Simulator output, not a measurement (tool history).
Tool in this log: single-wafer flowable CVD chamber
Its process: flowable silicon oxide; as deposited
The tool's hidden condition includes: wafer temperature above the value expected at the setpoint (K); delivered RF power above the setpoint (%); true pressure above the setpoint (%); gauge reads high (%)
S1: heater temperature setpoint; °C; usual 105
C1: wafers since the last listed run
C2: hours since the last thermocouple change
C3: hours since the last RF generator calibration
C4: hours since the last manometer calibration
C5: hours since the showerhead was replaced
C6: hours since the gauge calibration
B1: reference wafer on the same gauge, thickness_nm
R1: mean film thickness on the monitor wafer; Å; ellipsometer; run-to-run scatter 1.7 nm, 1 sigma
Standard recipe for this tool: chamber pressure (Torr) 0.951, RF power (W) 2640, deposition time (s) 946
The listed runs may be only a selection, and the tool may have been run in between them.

run 1 hour=0 | S1=105 chamber_pressure_(Torr)=0.951 RF_power_(W)=2640 deposition_time_(s)=946 | C1=0 C2=684.6 C3=149.9 C4=849.6 C5=2103.3 C6=1142.5 | B1=722.947 | R1=7125.69
run 2 hour=56.2 | S1=105 chamber_pressure_(Torr)=0.951 RF_power_(W)=2640 deposition_time_(s)=946 | C1=127 C2=740.8 C3=206.1 C4=905.8 C5=2159.5 C6=1198.7 | B1=722.247 | R1=7119.57
run 3 hour=126.4 | S1=105 chamber_pressure_(Torr)=0.951 RF_power_(W)=2640 deposition_time_(s)=946 | C1=158 C2=811 C3=276.3 C4=976 C5=2229.7 C6=1268.9 | B1=721.939 | R1=7114.52
run 4 hour=166 | S1=105 chamber_pressure_(Torr)=0.951 RF_power_(W)=2640 deposition_time_(s)=1086 | C1=89 C2=850.6 C3=315.9 C4=1015.6 C5=2269.3 C6=1308.5 | B1=721.67 | R1=8148.83
run 5 hour=233.1 | S1=105 chamber_pressure_(Torr)=0.951 RF_power_(W)=2640 deposition_time_(s)=1086 | C1=151 C2=917.7 C3=383 C4=1082.7 C5=2336.4 C6=1375.6 | B1=721.153 | R1=8170.48
run 6 hour=301.9 | S1=105 chamber_pressure_(Torr)=0.951 RF_power_(W)=2640 deposition_time_(s)=1086 | C1=155 C2=986.5 C3=451.8 C4=1151.5 C5=2405.2 C6=1444.4 | B1=720.829 | R1=8181.66
run 7 hour=330.9 | S1=105 chamber_pressure_(Torr)=0.951 RF_power_(W)=2640 deposition_time_(s)=946 | C1=65 C2=1015.5 C3=480.8 C4=1180.5 C5=2434.2 C6=1473.4 | B1=720.855 | R1=7114.6
run 8 hour=391.2 | S1=105 chamber_pressure_(Torr)=0.951 RF_power_(W)=2345 deposition_time_(s)=946 | C1=136 C2=1075.8 C3=541.1 C4=1240.8 C5=2494.5 C6=1533.7 | B1=719.948 | R1=6943.09
-- hour=405.5 showerhead replaced
run 9 hour=439.7 | S1=105 chamber_pressure_(Torr)=0.951 RF_power_(W)=2345 deposition_time_(s)=946 | C1=91 C2=1124.3 C3=589.6 C4=1289.3 C5=34.2 C6=1582.2 | B1=719.481 | R1=6948.21
run 10 hour=470.9 | S1=110 chamber_pressure_(Torr)=1.078 RF_power_(W)=2640 deposition_time_(s)=1109 | C1=70 C2=1155.5 C3=620.8 C4=1320.5 C5=65.4 C6=1613.4 | B1=719.59 | R1=7797.86
run 11 hour=534.2 | S1=105 chamber_pressure_(Torr)=0.951 RF_power_(W)=2640 deposition_time_(s)=946 | C1=143 C2=1218.8 C3=684.1 C4=1383.8 C5=128.7 C6=1676.7 | B1=719.163 | R1=7098.88
run 12 hour=562.1 | S1=105 chamber_pressure_(Torr)=0.819 RF_power_(W)=2640 deposition_time_(s)=769 | C1=63 C2=1246.7 C3=712 C4=1411.7 C5=156.6 C6=1704.6 | B1=718.197 | R1=5092.47
-- hour=583.8 capacitance manometer re-zeroed and calibrated
run 13 hour=598.8 | S1=105 chamber_pressure_(Torr)=0.951 RF_power_(W)=2640 deposition_time_(s)=946 | C1=64 C2=1283.4 C3=748.7 C4=15 C5=193.3 C6=1741.3 | B1=718.42 | R1=7105.23
run 14 hour=632 | S1=105 chamber_pressure_(Torr)=1.041 RF_power_(W)=2640 deposition_time_(s)=837 | C1=75 C2=1316.6 C3=781.9 C4=48.2 C5=226.5 C6=1774.5 | B1=717.954 | R1=6773.96
run 15 hour=684.9 | S1=105 chamber_pressure_(Torr)=0.951 RF_power_(W)=2640 deposition_time_(s)=1110 | C1=119 C2=1369.5 C3=834.8 C4=101.1 C5=279.4 C6=1827.4 | B1=717.912 | R1=8267.44
-- hour=698.8 RF generator calibrated
run 16 hour=720 | S1=105 chamber_pressure_(Torr)=0.951 RF_power_(W)=2865 deposition_time_(s)=1008 | C1=61 C2=1404.6 C3=21.2 C4=136.2 C5=314.5 C6=1862.5 | B1=716.903 | R1=7647.22
run 17 hour=895.4 | S1=95 chamber_pressure_(Torr)=0.807 RF_power_(W)=2640 deposition_time_(s)=783 | C1=396 C2=1580 C3=196.6 C4=311.6 C5=489.9 C6=2037.9 | B1=715.4 | R1=7209.53
-- hour=914.2 thermocouple changed; heater temperature recalibrated
run 18 hour=929.1 | S1=105 chamber_pressure_(Torr)=0.951 RF_power_(W)=2640 deposition_time_(s)=946 | C1=58 C2=14.9 C3=230.3 C4=345.3 C5=523.6 C6=2071.6 | B1=714.85 | R1=7034.64
run 19 hour=994.7 | S1=105 chamber_pressure_(Torr)=0.951 RF_power_(W)=2640 deposition_time_(s)=946 | C1=148 C2=80.5 C3=295.9 C4=410.9 C5=589.2 C6=2137.2 | B1=714.219 | R1=7056.21
run 20 hour=1060 | S1=105 chamber_pressure_(Torr)=0.951 RF_power_(W)=2640 deposition_time_(s)=805 | C1=147 C2=145.8 C3=361.2 C4=476.2 C5=654.5 C6=2202.5 | B1=713.542 | R1=5985.51
run 21 hour=1106.4 | S1=105 chamber_pressure_(Torr)=0.853 RF_power_(W)=2485 deposition_time_(s)=817 | C1=104 C2=192.2 C3=407.6 C4=522.6 C5=700.9 C6=2248.9 | B1=712.997 | R1=5482.8
-- hour=1120.5 gauge calibrated
run 22 hour=1144.2 | S1=105 chamber_pressure_(Torr)=0.718 RF_power_(W)=2640 deposition_time_(s)=1072 | C1=85 C2=230 C3=445.4 C4=560.4 C5=738.7 C6=23.7 | B1=724.463 | R1=6397.19
run 23 hour=1200 | S1=115 chamber_pressure_(Torr)=0.951 RF_power_(W)=2250 deposition_time_(s)=1075 | C1=126 C2=285.8 C3=501.2 C4=616.2 C5=794.5 C6=79.5 | B1=724.237 | R1=5613.71
run 24 hour=1245.9 | S1=105 chamber_pressure_(Torr)=0.951 RF_power_(W)=2640 deposition_time_(s)=946 | C1=103 C2=331.7 C3=547.1 C4=662.1 C5=840.4 C6=125.4 | B1=724.075 | R1=7146.62
run 25 hour=1299.9 | S1=113 chamber_pressure_(Torr)=0.951 RF_power_(W)=2435 deposition_time_(s)=1134 | C1=122 C2=385.7 C3=601.1 C4=716.1 C5=894.4 C6=179.4 | B1=724.389 | R1=6446.13
run 26 hour=1336.3 | S1=105 chamber_pressure_(Torr)=0.951 RF_power_(W)=2640 deposition_time_(s)=946 | C1=82 C2=422.1 C3=637.5 C4=752.5 C5=930.8 C6=215.8 | B1=724.595 | R1=7146.28
run 27 hour=1406.5 | S1=105 chamber_pressure_(Torr)=0.951 RF_power_(W)=2640 deposition_time_(s)=946 | C1=158 C2=492.3 C3=707.7 C4=822.7 C5=1001 C6=286 | B1=723.827 | R1=7157.95
-- hour=1608.9 RF generator calibrated
run 28 hour=1616.9 | S1=99 chamber_pressure_(Torr)=0.951 RF_power_(W)=2640 deposition_time_(s)=783 | C1=457 C2=702.7 C3=8 C4=1033.1 C5=1211.4 C6=496.4 | B1=723.632 | R1=7305.59

Branching from run 28: 4 alternative next runs. What would each branch give?
run A hour=1617.6 | S1=105 chamber_pressure_(Torr)=0.951 RF_power_(W)=2640 deposition_time_(s)=946 | C1=1 C2=703.4 C3=8.7 C4=1033.8 C5=1212.1 C6=497.1 | B1=? | R1=?
run B hour=1617.6 | S1=95 chamber_pressure_(Torr)=0.874 RF_power_(W)=2640 deposition_time_(s)=946 | C1=1 C2=703.4 C3=8.7 C4=1033.8 C5=1212.1 C6=497.1 | B1=? | R1=?
run C hour=1617.6 | S1=97 chamber_pressure_(Torr)=0.951 RF_power_(W)=2300 deposition_time_(s)=946 | C1=1 C2=703.4 C3=8.7 C4=1033.8 C5=1212.1 C6=497.1 | B1=? | R1=?
run D hour=1617.6 | S1=105 chamber_pressure_(Torr)=1.027 RF_power_(W)=2415 deposition_time_(s)=946 | C1=1 C2=703.4 C3=8.7 C4=1033.8 C5=1212.1 C6=497.1 | B1=? | R1=?

run=A B1=723.695 R1=7139.93
run=B B1=723.695 R1=9408.59
run=C B1=723.695 R1=9160.07
run=D B1=723.695 R1=7492.31
Had the tool no hidden state, the same runs would have come out as:
run=A R1=7143.58
run=B R1=9413.4
run=C R1=9164.75
run=D R1=7496.14

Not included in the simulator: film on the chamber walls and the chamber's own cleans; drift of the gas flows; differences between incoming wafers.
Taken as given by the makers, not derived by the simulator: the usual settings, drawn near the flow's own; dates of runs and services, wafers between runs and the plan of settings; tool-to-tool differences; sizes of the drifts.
